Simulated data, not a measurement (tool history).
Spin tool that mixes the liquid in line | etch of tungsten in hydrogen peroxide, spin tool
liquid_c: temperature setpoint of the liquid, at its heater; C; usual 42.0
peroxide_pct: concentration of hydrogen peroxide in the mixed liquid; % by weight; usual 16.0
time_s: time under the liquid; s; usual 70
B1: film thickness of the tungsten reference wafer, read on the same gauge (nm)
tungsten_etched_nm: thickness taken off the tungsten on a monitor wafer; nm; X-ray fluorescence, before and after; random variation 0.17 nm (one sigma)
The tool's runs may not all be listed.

Run 1, day 0.000: usual settings but time_s 50 s; B1 119.99. Result: tungsten_etched_nm 22.94 nm.
Run 2, day 0.633: usual settings but time_s 50 s; B1 120.04. Result: tungsten_etched_nm 23.11 nm.
Run 3, day 1.292: usual settings but time_s 50 s; B1 120.00. Result: tungsten_etched_nm 22.93 nm.
Run 4, day 2.021: usual settings; B1 120.02. Result: tungsten_etched_nm 32.33 nm.
Run 5, day 2.421: usual settings; B1 120.02. Result: tungsten_etched_nm 31.95 nm.
At day 2.762: gauge calibrated.
Run 6, day 3.146: usual settings; B1 120.00. Result: tungsten_etched_nm 32.04 nm.
Run 7, day 3.692: usual settings but peroxide_pct 21.0 % by weight; B1 119.99. Result: tungsten_etched_nm 36.73 nm.
Run 8, day 4.175: usual settings but liquid_c 37.0 C, time_s 85 s; B1 119.98. Result: tungsten_etched_nm 27.85 nm.
Run 9, day 4.538: usual settings but liquid_c 50.5 C, peroxide_pct 18.0 % by weight, time_s 105 s; B1 120.02. Result: tungsten_etched_nm 86.25 nm.
Run 10, day 5.262: usual settings but liquid_c 36.0 C, peroxide_pct 20.5 % by weight; B1 119.97. Result: tungsten_etched_nm 24.47 nm.
Run 11, day 5.596: usual settings but time_s 50 s; B1 119.99. Result: tungsten_etched_nm 22.67 nm.
At day 6.083: peroxide flow meter replaced.
Run 12, day 6.400: usual settings but liquid_c 51.5 C, peroxide_pct 19.0 % by weight, time_s 40 s; B1 120.02. Result: tungsten_etched_nm 33.98 nm.
Run 13, day 7.062: usual settings but peroxide_pct 14.0 % by weight, time_s 45 s; B1 120.01. Result: tungsten_etched_nm 17.93 nm.
Run 14, day 7.683: usual settings; B1 120.00. Result: tungsten_etched_nm 29.89 nm.
Run 15, day 8.100: usual settings but peroxide_pct 14.5 % by weight, time_s 105 s; B1 120.02. Result: tungsten_etched_nm 42.53 nm.
At day 8.300: new drum of peroxide connected.
Run 16, day 8.350: usual settings but liquid_c 34.5 C, peroxide_pct 19.5 % by weight, time_s 95 s; B1 120.02. Result: tungsten_etched_nm 28.74 nm.
Run 17, day 8.921: usual settings but liquid_c 33.0 C, peroxide_pct 12.0 % by weight; B1 120.00. Result: tungsten_etched_nm 14.93 nm.
Run 18, day 9.283: usual settings but peroxide_pct 13.5 % by weight; B1 119.99. Result: tungsten_etched_nm 28.94 nm.
Run 19, day 9.733: usual settings but liquid_c 39.5 C, peroxide_pct 20.5 % by weight, time_s 35 s; B1 119.97. Result: tungsten_etched_nm 15.01 nm.
Run 20, day 10.096: usual settings but liquid_c 34.5 C; B1 120.00. Result: tungsten_etched_nm 19.22 nm.
Run 21, day 10.629: usual settings; B1 120.01. Result: tungsten_etched_nm 31.16 nm.
Run 22, day 11.325: usual settings but peroxide_pct 12.0 % by weight; B1 119.95. Result: tungsten_etched_nm 27.00 nm.
Run 23, day 11.621: usual settings but liquid_c 49.0 C; B1 119.97. Result: tungsten_etched_nm 48.68 nm.
Run 24, day 11.888: usual settings but peroxide_pct 12.0 % by weight, time_s 105 s; B1 119.96. Result: tungsten_etched_nm 40.49 nm.
Run 25, day 12.317: usual settings but liquid_c 35.5 C, peroxide_pct 14.0 % by weight, time_s 100 s; B1 120.00. Result: tungsten_etched_nm 27.17 nm.

Forecast each of these 5 alternatives for the next run:
Run A, day 12.333: usual settings but liquid_c 39.5 C; B1 ?. Result: tungsten_etched_nm ?.
Run B, day 12.333: usual settings but liquid_c 32.5 C, peroxide_pct 18.0 % by weight, time_s 55 s; B1 ?. Result: tungsten_etched_nm ?.
Run C, day 12.333: usual settings but liquid_c 48.5 C, peroxide_pct 18.0 % by weight; B1 ?. Result: tungsten_etched_nm ?.
Run D, day 12.333: usual settings but liquid_c 38.0 C, peroxide_pct 13.0 % by weight, time_s 40 s; B1 ?. Result: tungsten_etched_nm ?.
Run E, day 12.333: usual settings but liquid_c 35.0 C; B1 ?. Result: tungsten_etched_nm ?.

run      B1  tungsten_etched_nm
  A  120.00               26.62
  B  120.00               13.90
  C  120.00               49.98
  D  120.00               12.42
  E  120.00               19.75
Without the tool's hidden state the same runs would have given:
run  tungsten_etched_nm
  A               26.55
  B               13.87
  C               49.86
  D               12.40
  E               19.71
